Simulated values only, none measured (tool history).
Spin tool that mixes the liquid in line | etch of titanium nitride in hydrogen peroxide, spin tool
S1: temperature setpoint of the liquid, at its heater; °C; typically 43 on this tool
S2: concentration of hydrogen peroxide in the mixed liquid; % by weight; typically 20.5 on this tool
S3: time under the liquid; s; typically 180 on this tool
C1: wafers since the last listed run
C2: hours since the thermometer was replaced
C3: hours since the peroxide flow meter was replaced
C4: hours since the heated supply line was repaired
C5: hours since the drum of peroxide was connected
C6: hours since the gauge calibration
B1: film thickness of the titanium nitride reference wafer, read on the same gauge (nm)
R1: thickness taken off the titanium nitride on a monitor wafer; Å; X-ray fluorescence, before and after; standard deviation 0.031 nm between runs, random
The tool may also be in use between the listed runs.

| run | hour | S1 | S2 | S3 | C1 | C2 | C3 | C4 | C5 | C6 | B1 | R1 |
|---|---|---|---|---|---|---|---|---|---|---|---|---|
| 1 | 0 | 43 | 20.5 | 180 | 0 | 2381.8 | 867.6 | 710.5 | 628 | 753 | 69.98 | 45.04 |
| 2 | 15.4 | 43 | 20.5 | 180 | 116 | 2397.2 | 883 | 725.9 | 643.4 | 768.4 | 70.033 | 45.02 |
|  | 16.4 | thermometer replaced |
|  | 34.6 | new drum of peroxide connected |
| 3 | 35.6 | 43 | 20.5 | 180 | 137 | 19.2 | 903.2 | 746.1 | 1 | 788.6 | 70.02 | 45.76 |
| 4 | 54 | 46.5 | 20.5 | 180 | 139 | 37.6 | 921.6 | 764.5 | 19.4 | 807 | 70.001 | 59.19 |
| 5 | 69.8 | 46.5 | 20.5 | 180 | 119 | 53.4 | 937.4 | 780.3 | 35.2 | 822.8 | 69.981 | 59.37 |
| 6 | 103.7 | 46.5 | 20.5 | 180 | 256 | 87.3 | 971.3 | 814.2 | 69.1 | 856.7 | 69.979 | 58.87 |
| 7 | 117.1 | 43 | 25 | 180 | 101 | 100.7 | 984.7 | 827.6 | 82.5 | 870.1 | 70.004 | 47.29 |
| 8 | 146.9 | 51.5 | 15.5 | 260 | 225 | 130.5 | 1014.5 | 857.4 | 112.3 | 899.9 | 69.969 | 115 |
| 9 | 167.7 | 52.5 | 24.5 | 265 | 157 | 151.3 | 1035.3 | 878.2 | 133.1 | 920.7 | 70.027 | 138.87 |
|  | 186.4 | gauge calibrated |
| 10 | 195.3 | 43 | 20.5 | 220 | 209 | 178.9 | 1062.9 | 905.8 | 160.7 | 8.9 | 69.979 | 56.13 |
| 11 | 231.2 | 34 | 24 | 280 | 271 | 214.8 | 1098.8 | 941.7 | 196.6 | 44.8 | 70.014 | 36.02 |
| 12 | 246.1 | 49.5 | 20.5 | 180 | 112 | 229.7 | 1113.7 | 956.6 | 211.5 | 59.7 | 69.998 | 72.53 |
|  | 255.1 | peroxide flow meter replaced |
| 13 | 273.9 | 43 | 20.5 | 180 | 202 | 257.5 | 18.8 | 984.4 | 239.3 | 87.5 | 70.036 | 45.74 |
| 14 | 286.2 | 43 | 15.5 | 220 | 93 | 269.8 | 31.1 | 996.7 | 251.6 | 99.8 | 69.991 | 52.25 |
| 15 | 314.5 | 43 | 20.5 | 180 | 214 | 298.1 | 59.4 | 1025 | 279.9 | 128.1 | 70.011 | 45.51 |
| 16 | 329.9 | 36 | 19 | 125 | 116 | 313.5 | 74.8 | 1040.4 | 295.3 | 143.5 | 69.979 | 18.01 |
| 17 | 356.1 | 36.5 | 15 | 180 | 198 | 339.7 | 101 | 1066.6 | 321.5 | 169.7 | 70.012 | 25.62 |
|  | 364.8 | heated supply line repaired |
| 18 | 389.4 | 34 | 24 | 280 | 244 | 373 | 134.3 | 24.6 | 354.8 | 203 | 70.029 | 36.59 |
| 19 | 422.1 | 43 | 20.5 | 180 | 247 | 405.7 | 167 | 57.3 | 387.5 | 235.7 | 70.02 | 45.25 |
| 20 | 442.1 | 49.5 | 23 | 180 | 151 | 425.7 | 187 | 77.3 | 407.5 | 255.7 | 69.98 | 76.59 |
| 21 | 468.5 | 43 | 20.5 | 180 | 199 | 452.1 | 213.4 | 103.7 | 433.9 | 282.1 | 70.019 | 45.68 |
| 22 | 488.6 | 43 | 20.5 | 180 | 152 | 472.2 | 233.5 | 123.8 | 454 | 302.2 | 70.008 | 45.39 |
| 23 | 507.9 | 39.5 | 22 | 180 | 146 | 491.5 | 252.8 | 143.1 | 473.3 | 321.5 | 69.968 | 35.25 |
| 24 | 540.7 | 36 | 18.5 | 90 | 248 | 524.3 | 285.6 | 175.9 | 506.1 | 354.3 | 70.009 | 12.96 |
| 25 | 564 | 40.5 | 15.5 | 280 | 176 | 547.6 | 308.9 | 199.2 | 529.4 | 377.6 | 70.008 | 55.17 |

Entry by entry between the runs, the difference in hidden state between the last listed run before and the first listed run after:
From run 2 to run 3: thermometer replaced (hour 16.4); new drum of peroxide connected (hour 34.6)
  both runs share identical hidden conditions
From run 9 to run 10: gauge calibrated (hour 186.4)
  both runs share identical hidden conditions
From run 12 to run 13: peroxide flow meter replaced (hour 255.1)
  both runs share identical hidden conditions
From run 17 to run 18: heated supply line repaired (hour 364.8)
  both runs share identical hidden conditions
